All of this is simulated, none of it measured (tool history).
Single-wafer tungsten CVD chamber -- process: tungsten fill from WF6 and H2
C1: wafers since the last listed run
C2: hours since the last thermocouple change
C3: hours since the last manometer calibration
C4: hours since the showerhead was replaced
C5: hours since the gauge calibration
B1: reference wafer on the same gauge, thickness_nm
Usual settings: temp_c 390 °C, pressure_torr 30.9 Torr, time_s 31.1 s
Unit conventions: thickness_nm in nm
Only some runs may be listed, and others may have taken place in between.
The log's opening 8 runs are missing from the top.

Run 9, hour 119.6: usual settings; C1 232; C2 3193.3; C3 1579.5; C4 3689.4; C5 165.2; B1 57.597. Result: thickness_nm 68.015 nm.
Run 10, hour 125.6: usual settings; C1 190; C2 3199.3; C3 1585.5; C4 3695.4; C5 171.2; B1 57.577. Result: thickness_nm 68.651 nm.
Run 11, hour 135.8: usual settings; C1 324; C2 3209.5; C3 1595.7; C4 3705.6; C5 181.4; B1 57.616. Result: thickness_nm 68.926 nm.
At hour 186.1: showerhead replaced.
At hour 188.4: thermocouple changed; heater temperature recalibrated.
Run 12, hour 188.8: usual settings; C1 1360; C2 0.4; C3 1648.7; C4 2.7; C5 234.4; B1 57.599. Result: thickness_nm 68.262 nm.
Run 13, hour 205.5: usual settings; C1 531; C2 17.1; C3 1665.4; C4 19.4; C5 251.1; B1 57.620. Result: thickness_nm 68.140 nm.
Run 14, hour 218.7: usual settings; C1 420; C2 30.3; C3 1678.6; C4 32.6; C5 264.3; B1 57.619. Result: thickness_nm 67.962 nm.
Run 15, hour 225.2: usual settings; C1 206; C2 36.8; C3 1685.1; C4 39.1; C5 270.8; B1 57.578. Result: thickness_nm 68.556 nm.
Run 16, hour 231.3: usual settings but pressure_torr 38.1 Torr; C1 194; C2 42.9; C3 1691.2; C4 45.2; C5 276.9; B1 57.569. Result: thickness_nm 73.509 nm.
At hour 239.7: gauge calibrated.
Run 17, hour 239.8: usual settings; C1 270; C2 51.4; C3 1699.7; C4 53.7; C5 0.1; B1 57.596. Result: thickness_nm 67.901 nm.
Run 18, hour 247.6: usual settings but time_s 32.9 s; C1 248; C2 59.2; C3 1707.5; C4 61.5; C5 7.9; B1 57.612. Result: thickness_nm 71.163 nm.
Run 19, hour 257.5: usual settings but temp_c 394 °C, time_s 26.0 s; C1 315; C2 69.1; C3 1717.4; C4 71.4; C5 17.8; B1 57.495. Result: thickness_nm 60.843 nm.
Run 20, hour 270.3: usual settings but temp_c 376 °C, pressure_torr 25.1 Torr, time_s 36.1 s; C1 407; C2 81.9; C3 1730.2; C4 84.2; C5 30.6; B1 57.603. Result: thickness_nm 57.816 nm.

Run 21 comes next. What will it give?
Run 21, hour 280.3: usual settings but pressure_torr 37.9 Torr, time_s 36.8 s; C1 318; C2 91.9; C3 1740.2; C4 94.2; C5 40.6; B1 ?. Result: thickness_nm ?.

B1: 57.558
thickness_nm: 86.685 nm
With no hidden state in the tool, this same run would have given thickness_nm 86.685 nm.

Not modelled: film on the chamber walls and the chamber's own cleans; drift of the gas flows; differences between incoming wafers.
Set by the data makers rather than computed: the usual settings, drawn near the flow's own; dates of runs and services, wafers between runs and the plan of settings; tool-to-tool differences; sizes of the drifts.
